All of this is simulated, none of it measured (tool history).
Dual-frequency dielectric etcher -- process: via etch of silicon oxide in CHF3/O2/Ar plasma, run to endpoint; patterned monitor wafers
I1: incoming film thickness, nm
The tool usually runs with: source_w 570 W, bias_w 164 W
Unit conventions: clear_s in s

Run 1, hour 0.0: usual settings but bias_w 193 W; I1 649.6. Result: clear_s 313.7 s.
Run 2, hour 46.0: usual settings but bias_w 193 W; I1 654.8. Result: clear_s 321.8 s.
Run 3, hour 93.9: usual settings but bias_w 193 W; I1 656.8. Result: clear_s 323.8 s.
Run 4, hour 171.1: usual settings but bias_w 133 W; I1 656.7. Result: clear_s 373.4 s.
Run 5, hour 232.1: usual settings but bias_w 133 W; I1 651.1. Result: clear_s 373.6 s.
At hour 295.7: wet clean of the chamber.
Run 6, hour 296.2: usual settings but bias_w 133 W; I1 664.9. Result: clear_s 347.2 s.
At hour 345.1: bias power generator calibrated.
Run 7, hour 380.3: usual settings; I1 659.8. Result: clear_s 323.7 s.
At hour 484.6: wet clean of the chamber, repeated, since the last time left the tool worse.
Run 8, hour 485.1: usual settings; I1 662.1. Result: clear_s 341.4 s.
Run 9, hour 569.5: usual settings but source_w 660 W, bias_w 189 W; I1 652.4. Result: clear_s 303.1 s.
At hour 594.2: source power generator calibrated.
At hour 630.7: upper electrode replaced.
Run 10, hour 650.7: usual settings but source_w 460 W, bias_w 150 W; I1 662.5. Result: clear_s 389.5 s.
Run 11, hour 731.6: usual settings but source_w 650 W, bias_w 130 W; I1 653.0. Result: clear_s 355.5 s.
Run 12, hour 820.5: usual settings but source_w 470 W; I1 663.0. Result: clear_s 384.6 s.
Run 13, hour 872.6: usual settings; I1 653.5. Result: clear_s 350.5 s.

Expected results for the next run?
At hour 902.0: wet clean of the chamber.
Run 14, hour 955.7: usual settings; I1 656.3. Result: clear_s ?.

Run 14 yielded clear_s 337.5 s.
Were there no unlogged condition in the tool, this run, its random variation unchanged, would have produced clear_s 335.6 s.
